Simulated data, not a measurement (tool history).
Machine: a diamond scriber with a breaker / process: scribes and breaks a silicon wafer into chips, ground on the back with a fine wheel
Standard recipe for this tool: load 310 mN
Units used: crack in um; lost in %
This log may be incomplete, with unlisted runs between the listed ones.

| run | hour | load | wafers since the last listed run | hours since the diamond tip was replaced | hours since the load on the tip was calibrated | incoming depth of the damage left on the back of the incoming wafer, um | crack | lost |
|---|---|---|---|---|---|---|---|---|
| 1 | 0.0 | 310 | 0 | 918.3 | 1302.0 | 2.92 | 12.98 | 2.68 |
| 2 | 22.0 | 310 | 110 | 940.3 | 1324.0 | 2.82 | 13.11 | 2.50 |
| 3 | 37.9 | 310 | 80 | 956.2 | 1339.9 | 2.12 | 12.89 | 1.89 |
| 4 | 52.5 | 310 | 73 | 970.8 | 1354.5 | 1.54 | 13.02 | 1.79 |
| 5 | 82.9 | 310 | 153 | 1001.2 | 1384.9 | 1.99 | 13.36 | 1.87 |
| 6 | 104.1 | 310 | 106 | 1022.4 | 1406.1 | 2.80 | 12.74 | 2.47 |
| 7 | 121.6 | 310 | 88 | 1039.9 | 1423.6 | 1.96 | 12.94 | 1.75 |
| 8 | 152.5 | 284 | 155 | 1070.8 | 1454.5 | 2.39 | 12.40 | 2.47 |
| 9 | 187.5 | 310 | 176 | 1105.8 | 1489.5 | 1.77 | 12.97 | 1.77 |
| 10 | 211.0 | 310 | 118 | 1129.3 | 1513.0 | 2.84 | 13.31 | 2.57 |
| 11 | 223.1 | 375 | 60 | 1141.4 | 1525.1 | 2.04 | 14.54 | 4.22 |
| 12 | 258.0 | 375 | 175 | 1176.3 | 1560.0 | 1.94 | 14.78 | 3.77 |
|  | 270.9 | diamond tip replaced by a new one |
| 13 | 282.4 | 375 | 112 | 11.5 | 1584.4 | 2.02 | 14.79 | 4.16 |
| 14 | 301.2 | 310 | 94 | 30.3 | 1603.2 | 1.78 | 13.02 | 1.71 |
| 15 | 321.1 | 310 | 100 | 50.2 | 1623.1 | 2.94 | 12.79 | 2.80 |
| 16 | 337.6 | 338 | 83 | 66.7 | 1639.6 | 2.31 | 13.45 | 2.61 |
|  | 340.5 | load on the tip recalibrated |
| 17 | 373.3 | 376 | 169 | 102.4 | 32.8 | 2.67 | 14.23 | 4.74 |

What does the tool deliver on the next run?
| 18 | 400.0 | 310 | 134 | 129.1 | 59.5 | 2.31 | ? | ? |

Run 18 produced crack 12.63 um, lost 1.99 %.
With no hidden state in the tool, this same run would have given crack 12.63 um, lost 1.99 %.
